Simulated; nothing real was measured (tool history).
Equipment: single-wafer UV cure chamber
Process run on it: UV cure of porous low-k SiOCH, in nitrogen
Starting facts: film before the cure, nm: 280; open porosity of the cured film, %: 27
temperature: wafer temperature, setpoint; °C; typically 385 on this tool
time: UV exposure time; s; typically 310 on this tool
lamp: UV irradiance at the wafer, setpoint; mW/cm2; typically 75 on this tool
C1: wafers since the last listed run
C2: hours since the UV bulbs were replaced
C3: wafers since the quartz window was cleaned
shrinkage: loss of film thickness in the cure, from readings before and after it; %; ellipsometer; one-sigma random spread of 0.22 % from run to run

{"run": 1, "hour": 0.0, "temperature": 385, "time": 310, "lamp": 75, "C1": 0, "C2": 1176.1, "C3": 346, "shrinkage": 11.744}
{"run": 2, "hour": 76.2, "temperature": 385, "time": 310, "lamp": 75, "C1": 872, "C2": 1252.3, "C3": 1219, "shrinkage": 11.496}
{"run": 3, "hour": 158.5, "temperature": 385, "time": 310, "lamp": 75, "C1": 942, "C2": 1334.6, "C3": 2161, "shrinkage": 10.881}
{"run": 4, "hour": 247.1, "temperature": 385, "time": 310, "lamp": 75, "C1": 1014, "C2": 1423.2, "C3": 3176, "shrinkage": 10.893}
{"run": 5, "hour": 327.1, "temperature": 385, "time": 310, "lamp": 75, "C1": 916, "C2": 1503.2, "C3": 4092, "shrinkage": 10.779}
{"run": 6, "hour": 365.2, "temperature": 385, "time": 310, "lamp": 75, "C1": 436, "C2": 1541.3, "C3": 4528, "shrinkage": 10.209}
{"hour": 390.4, "done": "quartz window cleaned"}
{"run": 7, "hour": 446.7, "temperature": 385, "time": 310, "lamp": 75, "C1": 841, "C2": 1622.8, "C3": 645, "shrinkage": 11.135}
{"run": 8, "hour": 505.1, "temperature": 385, "time": 310, "lamp": 75, "C1": 668, "C2": 1681.2, "C3": 1313, "shrinkage": 11.24}
{"run": 9, "hour": 569.7, "temperature": 369, "time": 195, "lamp": 75, "C1": 739, "C2": 1745.8, "C3": 2053, "shrinkage": 8.242}
{"run": 10, "hour": 650.8, "temperature": 369, "time": 195, "lamp": 75, "C1": 928, "C2": 1826.9, "C3": 2982, "shrinkage": 8.273}
{"hour": 728.2, "done": "quartz window cleaned"}
{"run": 11, "hour": 750.3, "temperature": 369, "time": 195, "lamp": 75, "C1": 1047, "C2": 1926.4, "C3": 253, "shrinkage": 8.856}
{"run": 12, "hour": 843.8, "temperature": 385, "time": 310, "lamp": 75, "C1": 1070, "C2": 2019.9, "C3": 1324, "shrinkage": 10.9}
{"run": 13, "hour": 907.9, "temperature": 385, "time": 310, "lamp": 75, "C1": 734, "C2": 2084.0, "C3": 2058, "shrinkage": 10.742}
{"run": 14, "hour": 956.2, "temperature": 385, "time": 310, "lamp": 75, "C1": 553, "C2": 2132.3, "C3": 2611, "shrinkage": 10.977}
{"run": 15, "hour": 1018.0, "temperature": 385, "time": 310, "lamp": 75, "C1": 707, "C2": 2194.1, "C3": 3318, "shrinkage": 10.167}
{"hour": 1095.9, "done": "quartz window cleaned"}
{"run": 16, "hour": 1096.4, "temperature": 400, "time": 310, "lamp": 111, "C1": 806, "C2": 2272.5, "C3": 5, "shrinkage": 13.388}
{"run": 17, "hour": 1132.3, "temperature": 385, "time": 310, "lamp": 58, "C1": 411, "C2": 2308.4, "C3": 417, "shrinkage": 9.935}
{"run": 18, "hour": 1237.8, "temperature": 385, "time": 210, "lamp": 101, "C1": 1208, "C2": 2413.9, "C3": 1625, "shrinkage": 10.266}
{"hour": 1272.0, "done": "UV bulbs replaced"}
{"run": 19, "hour": 1305.4, "temperature": 385, "time": 310, "lamp": 85, "C1": 682, "C2": 33.4, "C3": 2307, "shrinkage": 13.533}
{"run": 20, "hour": 1382.6, "temperature": 385, "time": 245, "lamp": 98, "C1": 884, "C2": 110.6, "C3": 3191, "shrinkage": 12.502}
{"hour": 1474.8, "done": "quartz window cleaned"}
{"run": 21, "hour": 1475.3, "temperature": 385, "time": 310, "lamp": 75, "C1": 969, "C2": 203.3, "C3": 5, "shrinkage": 13.138}
{"run": 22, "hour": 1516.7, "temperature": 379, "time": 310, "lamp": 75, "C1": 474, "C2": 244.7, "C3": 479, "shrinkage": 12.794}
{"run": 23, "hour": 1578.6, "temperature": 385, "time": 310, "lamp": 51, "C1": 708, "C2": 306.6, "C3": 1188, "shrinkage": 10.608}
{"run": 24, "hour": 1634.7, "temperature": 398, "time": 145, "lamp": 109, "C1": 642, "C2": 362.7, "C3": 1830, "shrinkage": 10.278}
{"run": 25, "hour": 1756.7, "temperature": 385, "time": 310, "lamp": 75, "C1": 1397, "C2": 484.7, "C3": 3227, "shrinkage": 11.978}
{"run": 26, "hour": 1795.9, "temperature": 385, "time": 310, "lamp": 75, "C1": 448, "C2": 523.9, "C3": 3676, "shrinkage": 11.502}
{"run": 27, "hour": 1845.3, "temperature": 373, "time": 190, "lamp": 105, "C1": 565, "C2": 573.3, "C3": 4242, "shrinkage": 10.308}
{"hour": 1865.5, "done": "quartz window cleaned"}
{"run": 28, "hour": 1898.5, "temperature": 385, "time": 310, "lamp": 75, "C1": 517, "C2": 626.5, "C3": 377, "shrinkage": 11.739}

Consider 4 possible next runs. They are alternatives, not a sequence: every one starts from the tool as it was left by run 28. What does each give?
{"run": "A", "hour": 1898.9, "temperature": 385, "time": 155, "lamp": 75, "C1": 4, "C2": 626.9, "C3": 382, "shrinkage": "?"}
{"run": "B", "hour": 1898.9, "temperature": 385, "time": 310, "lamp": 40, "C1": 4, "C2": 626.9, "C3": 382, "shrinkage": "?"}
{"run": "C", "hour": 1898.9, "temperature": 385, "time": 310, "lamp": 89, "C1": 4, "C2": 626.9, "C3": 382, "shrinkage": "?"}
{"run": "D", "hour": 1898.9, "temperature": 400, "time": 370, "lamp": 109, "C1": 4, "C2": 626.9, "C3": 382, "shrinkage": "?"}

run=A shrinkage=8.879
run=B shrinkage=9.185
run=C shrinkage=13.119
run=D shrinkage=15.401
The same runs, with their run-to-run variation unchanged, on a tool lacking any hidden condition would have given:
run=A shrinkage=10.361
run=B shrinkage=10.675
run=C shrinkage=14.718
run=D shrinkage=17.059
